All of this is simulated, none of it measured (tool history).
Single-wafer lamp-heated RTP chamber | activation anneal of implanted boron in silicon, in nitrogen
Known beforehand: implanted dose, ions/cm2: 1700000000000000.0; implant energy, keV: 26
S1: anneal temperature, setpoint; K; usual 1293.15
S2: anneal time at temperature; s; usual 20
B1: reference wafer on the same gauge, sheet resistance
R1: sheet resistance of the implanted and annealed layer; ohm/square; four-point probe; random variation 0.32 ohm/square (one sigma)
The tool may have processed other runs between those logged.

{"run": 1, "day": 0.0, "S1": 1293.15, "S2": 20, "B1": 80.98, "R1": 71.84}
{"run": 2, "day": 1.754, "S1": 1293.15, "S2": 20, "B1": 81.03, "R1": 71.47}
{"day": 2.571, "done": "pyrometer window cleaned and pyrometer calibrated"}
{"run": 3, "day": 4.188, "S1": 1278.15, "S2": 20, "B1": 80.95, "R1": 73.49}
{"run": 4, "day": 6.746, "S1": 1311.15, "S2": 20, "B1": 81.04, "R1": 68.63}
{"run": 5, "day": 8.254, "S1": 1286.15, "S2": 20, "B1": 81, "R1": 71.44}
{"run": 6, "day": 9.412, "S1": 1314.15, "S2": 20, "B1": 80.94, "R1": 68.36}
{"run": 7, "day": 11.638, "S1": 1314.15, "S2": 20, "B1": 80.85, "R1": 67.79}
{"run": 8, "day": 14.612, "S1": 1293.15, "S2": 20, "B1": 81.08, "R1": 70.05}
{"day": 15.5, "done": "pyrometer window cleaned and pyrometer calibrated"}
{"run": 9, "day": 16.246, "S1": 1293.15, "S2": 20, "B1": 81.06, "R1": 70.07}
{"day": 17.408, "done": "reflector plate cleaned"}
{"run": 10, "day": 17.429, "S1": 1293.15, "S2": 20, "B1": 80.99, "R1": 71.27}
{"run": 11, "day": 18.7, "S1": 1272.15, "S2": 20, "B1": 80.97, "R1": 75.06}
{"run": 12, "day": 19.733, "S1": 1293.15, "S2": 20, "B1": 80.92, "R1": 71.36}
{"run": 13, "day": 22.717, "S1": 1272.15, "S2": 8, "B1": 80.97, "R1": 77.54}
{"run": 14, "day": 25.642, "S1": 1285.15, "S2": 27, "B1": 81.01, "R1": 70.97}
{"run": 15, "day": 26.958, "S1": 1276.15, "S2": 10, "B1": 81.01, "R1": 75.18}
{"run": 16, "day": 29.146, "S1": 1293.15, "S2": 20, "B1": 80.9, "R1": 70.13}
{"day": 30.933, "done": "pyrometer window cleaned and pyrometer calibrated"}
{"run": 17, "day": 31.55, "S1": 1305.15, "S2": 25, "B1": 81, "R1": 68.26}
{"run": 18, "day": 33.792, "S1": 1293.15, "S2": 20, "B1": 81.01, "R1": 70.27}
{"day": 36.217, "done": "reflector plate cleaned"}
{"day": 37.058, "done": "gauge calibrated"}
{"run": 19, "day": 37.854, "S1": 1320.15, "S2": 20, "B1": 80.95, "R1": 67.93}
{"run": 20, "day": 39.0, "S1": 1293.15, "S2": 10, "B1": 80.99, "R1": 72.1}
{"run": 21, "day": 41.017, "S1": 1293.15, "S2": 20, "B1": 80.86, "R1": 70.69}
{"run": 22, "day": 42.971, "S1": 1267.15, "S2": 15, "B1": 80.89, "R1": 76.72}
{"day": 45.742, "done": "pyrometer window cleaned and pyrometer calibrated"}
{"run": 23, "day": 49.125, "S1": 1309.15, "S2": 31, "B1": 80.95, "R1": 67.17}
{"run": 24, "day": 50.321, "S1": 1293.15, "S2": 20, "B1": 80.92, "R1": 70.66}
{"run": 25, "day": 53.3, "S1": 1310.15, "S2": 25, "B1": 80.92, "R1": 67.64}

Here are 3 independent what-if runs from the current tool condition. What would each one return?
{"run": "A", "day": 53.317, "S1": 1303.15, "S2": 20, "B1": "?", "R1": "?"}
{"run": "B", "day": 53.317, "S1": 1306.15, "S2": 14, "B1": "?", "R1": "?"}
{"run": "C", "day": 53.317, "S1": 1302.15, "S2": 31, "B1": "?", "R1": "?"}

run=A B1=81.15 R1=69.04
run=B B1=81.15 R1=69.24
run=C B1=81.15 R1=68.43
Stripped of hidden state, with their random variation kept, the same runs would have yielded:
run=A R1=69.96
run=B R1=70.17
run=C R1=69.3
